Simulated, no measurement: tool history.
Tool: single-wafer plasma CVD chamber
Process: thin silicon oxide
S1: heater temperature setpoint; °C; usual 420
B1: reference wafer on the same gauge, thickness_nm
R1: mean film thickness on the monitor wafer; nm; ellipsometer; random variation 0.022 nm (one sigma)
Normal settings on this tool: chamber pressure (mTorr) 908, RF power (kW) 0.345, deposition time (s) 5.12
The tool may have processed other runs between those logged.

run 1 hour=0.0 | S1=420 chamber_pressure_(mTorr)=908 RF_power_(kW)=0.345 deposition_time_(s)=5.12 | B1=9.595 | R1=10.448
run 2 hour=89.5 | S1=420 chamber_pressure_(mTorr)=908 RF_power_(kW)=0.345 deposition_time_(s)=5.12 | B1=9.597 | R1=10.430
run 3 hour=148.0 | S1=420 chamber_pressure_(mTorr)=908 RF_power_(kW)=0.345 deposition_time_(s)=5.66 | B1=9.587 | R1=11.508
run 4 hour=225.6 | S1=420 chamber_pressure_(mTorr)=908 RF_power_(kW)=0.345 deposition_time_(s)=5.66 | B1=9.600 | R1=11.486
run 5 hour=265.5 | S1=420 chamber_pressure_(mTorr)=908 RF_power_(kW)=0.345 deposition_time_(s)=5.66 | B1=9.600 | R1=11.538
run 6 hour=316.1 | S1=420 chamber_pressure_(mTorr)=908 RF_power_(kW)=0.345 deposition_time_(s)=5.12 | B1=9.601 | R1=10.420
-- hour=351.3 capacitance manometer re-zeroed and calibrated
run 7 hour=378.3 | S1=420 chamber_pressure_(mTorr)=908 RF_power_(kW)=0.345 deposition_time_(s)=5.12 | B1=9.602 | R1=10.440
run 8 hour=475.3 | S1=420 chamber_pressure_(mTorr)=908 RF_power_(kW)=0.345 deposition_time_(s)=5.12 | B1=9.592 | R1=10.407
-- hour=502.4 thermocouple changed; heater temperature recalibrated
-- hour=557.3 RF generator calibrated
run 9 hour=557.8 | S1=420 chamber_pressure_(mTorr)=908 RF_power_(kW)=0.345 deposition_time_(s)=4.62 | B1=9.590 | R1=9.645
run 10 hour=613.0 | S1=420 chamber_pressure_(mTorr)=908 RF_power_(kW)=0.320 deposition_time_(s)=4.29 | B1=9.596 | R1=8.723
run 11 hour=686.9 | S1=420 chamber_pressure_(mTorr)=908 RF_power_(kW)=0.410 deposition_time_(s)=4.50 | B1=9.598 | R1=9.906
-- hour=719.7 gauge calibrated
-- hour=733.1 showerhead replaced
run 12 hour=763.3 | S1=420 chamber_pressure_(mTorr)=908 RF_power_(kW)=0.345 deposition_time_(s)=5.12 | B1=9.598 | R1=10.604
run 13 hour=833.8 | S1=428 chamber_pressure_(mTorr)=724 RF_power_(kW)=0.380 deposition_time_(s)=4.23 | B1=9.600 | R1=8.120
run 14 hour=929.2 | S1=420 chamber_pressure_(mTorr)=908 RF_power_(kW)=0.345 deposition_time_(s)=5.40 | B1=9.596 | R1=11.127
run 15 hour=1036.7 | S1=420 chamber_pressure_(mTorr)=908 RF_power_(kW)=0.345 deposition_time_(s)=5.12 | B1=9.595 | R1=10.532
run 16 hour=1101.0 | S1=408 chamber_pressure_(mTorr)=1030 RF_power_(kW)=0.385 deposition_time_(s)=4.66 | B1=9.603 | R1=10.618

Some steps in R1, run to run, broken into two amounts with sign: the step expected even without the hidden condition (settings, incoming material, random variation), and the rest, left for the hidden condition together with whatever gauge scatter is not in both the measured and the hidden-condition-free result:
Hidden state present: wafer temperature above the value expected at the setpoint (K); delivered RF power above the setpoint (%); true pressure above the setpoint (%); gauge reads high (%).
Run 8 -> 9: deposition time (s) 5.12 -> 4.62, thermocouple changed; heater temperature recalibrated, RF generator calibrated. R1 -0.762 nm: hidden state +0.288, all else -1.050.
Run 13 -> 14: S1 428 -> 420, chamber pressure (mTorr) 724 -> 908, RF power (kW) 0.380 -> 0.345, deposition time (s) 4.23 -> 5.40. R1 +3.007 nm: hidden state -0.077, all else +3.084.

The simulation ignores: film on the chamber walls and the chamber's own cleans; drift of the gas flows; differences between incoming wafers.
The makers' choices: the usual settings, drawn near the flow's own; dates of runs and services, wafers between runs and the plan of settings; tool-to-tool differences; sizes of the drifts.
